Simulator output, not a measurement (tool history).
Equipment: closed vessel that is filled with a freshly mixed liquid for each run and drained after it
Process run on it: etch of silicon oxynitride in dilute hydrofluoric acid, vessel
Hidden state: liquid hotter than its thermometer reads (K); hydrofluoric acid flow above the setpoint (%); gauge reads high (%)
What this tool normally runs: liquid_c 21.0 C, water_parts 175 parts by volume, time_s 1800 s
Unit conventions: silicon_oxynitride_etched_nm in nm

| run | hour | liquid_c | water_parts | time_s | wafers since the last listed run | hours since the thermometer was replaced | hours since the hydrofluoric acid flow meter was replaced | hours since the gauge calibration | read-back film thickness of the silicon oxynitride reference wafer, read on the same gauge (nm) | silicon_oxynitride_etched_nm |
|---|---|---|---|---|---|---|---|---|---|---|
| 1 | 0.0 | 21.0 | 175 | 2375 | 0 | 882.9 | 1328.1 | 15.5 | 150.01 | 18.52 |
| 2 | 26.9 | 21.0 | 175 | 1800 | 697 | 909.8 | 1355.0 | 42.4 | 150.05 | 14.08 |
| 3 | 54.7 | 21.0 | 175 | 1800 | 720 | 937.6 | 1382.8 | 70.2 | 149.95 | 14.05 |
| 4 | 159.1 | 21.0 | 225 | 1800 | 2707 | 1042.0 | 1487.2 | 174.6 | 149.97 | 10.53 |
| 5 | 202.4 | 21.0 | 225 | 1800 | 1122 | 1085.3 | 1530.5 | 217.9 | 149.98 | 10.63 |
| 6 | 245.9 | 23.0 | 175 | 1800 | 1128 | 1128.8 | 1574.0 | 261.4 | 150.02 | 15.48 |
| 7 | 286.7 | 21.0 | 175 | 1800 | 1058 | 1169.6 | 1614.8 | 302.2 | 150.04 | 14.16 |
| 8 | 324.2 | 21.0 | 175 | 1800 | 972 | 1207.1 | 1652.3 | 339.7 | 149.97 | 14.18 |
| 9 | 356.8 | 21.0 | 175 | 1800 | 845 | 1239.7 | 1684.9 | 372.3 | 149.99 | 14.10 |
| 10 | 402.1 | 21.0 | 175 | 1800 | 1174 | 1285.0 | 1730.2 | 417.6 | 150.01 | 14.22 |
| 11 | 428.9 | 21.0 | 175 | 1800 | 695 | 1311.8 | 1757.0 | 444.4 | 150.03 | 14.43 |
| 12 | 461.1 | 24.0 | 140 | 2140 | 835 | 1344.0 | 1789.2 | 476.6 | 149.98 | 25.08 |
| 13 | 530.3 | 21.0 | 265 | 1800 | 1794 | 1413.2 | 1858.4 | 545.8 | 149.96 | 8.84 |
| 14 | 592.9 | 24.5 | 175 | 800 | 1623 | 1475.8 | 1921.0 | 608.4 | 149.99 | 7.52 |
|  | 622.7 | gauge calibrated |
| 15 | 655.0 | 22.5 | 175 | 1095 | 1610 | 1537.9 | 1983.1 | 32.3 | 150.05 | 9.55 |
| 16 | 720.1 | 21.0 | 175 | 1800 | 1688 | 1603.0 | 2048.2 | 97.4 | 150.01 | 14.69 |
| 17 | 846.8 | 21.0 | 90 | 1800 | 3285 | 1729.7 | 2174.9 | 224.1 | 150.00 | 30.68 |
|  | 888.6 | thermometer replaced |
|  | 912.6 | hydrofluoric acid flow meter replaced |
| 18 | 914.3 | 21.0 | 175 | 1800 | 1698 | 25.7 | 1.7 | 291.6 | 149.96 | 13.17 |
| 19 | 954.6 | 19.0 | 175 | 810 | 1045 | 66.0 | 42.0 | 331.9 | 149.98 | 5.36 |
| 20 | 998.0 | 18.5 | 175 | 2340 | 1125 | 109.4 | 85.4 | 375.3 | 150.03 | 15.28 |
| 21 | 1036.0 | 21.0 | 175 | 1800 | 985 | 147.4 | 123.4 | 413.3 | 149.96 | 13.21 |
| 22 | 1106.8 | 17.0 | 150 | 1475 | 1836 | 218.2 | 194.2 | 484.1 | 149.99 | 10.47 |
| 23 | 1160.7 | 24.0 | 140 | 2140 | 1397 | 272.1 | 248.1 | 538.0 | 150.03 | 23.30 |

Each row is a separate what-if for the run after 23, all from the same tool condition, not one after another. Results?
| A | 1161.9 | 21.0 | 175 | 1800 | 31 | 273.3 | 249.3 | 539.2 | ? | ? |
| B | 1161.9 | 25.5 | 175 | 1800 | 31 | 273.3 | 249.3 | 539.2 | ? | ? |
| C | 1161.9 | 25.5 | 175 | 1215 | 31 | 273.3 | 249.3 | 539.2 | ? | ? |

| run | read-back film thickness of the silicon oxynitride reference wafer, read on the same gauge (nm) | silicon_oxynitride_etched_nm |
|---|---|---|
| A | 150.05 | 13.23 |
| B | 150.05 | 16.23 |
| C | 150.05 | 10.95 |
Stripped of hidden state, with their random variation kept, the same runs would have yielded:
| run | silicon_oxynitride_etched_nm |
|---|---|
| A | 13.01 |
| B | 15.97 |
| C | 10.78 |
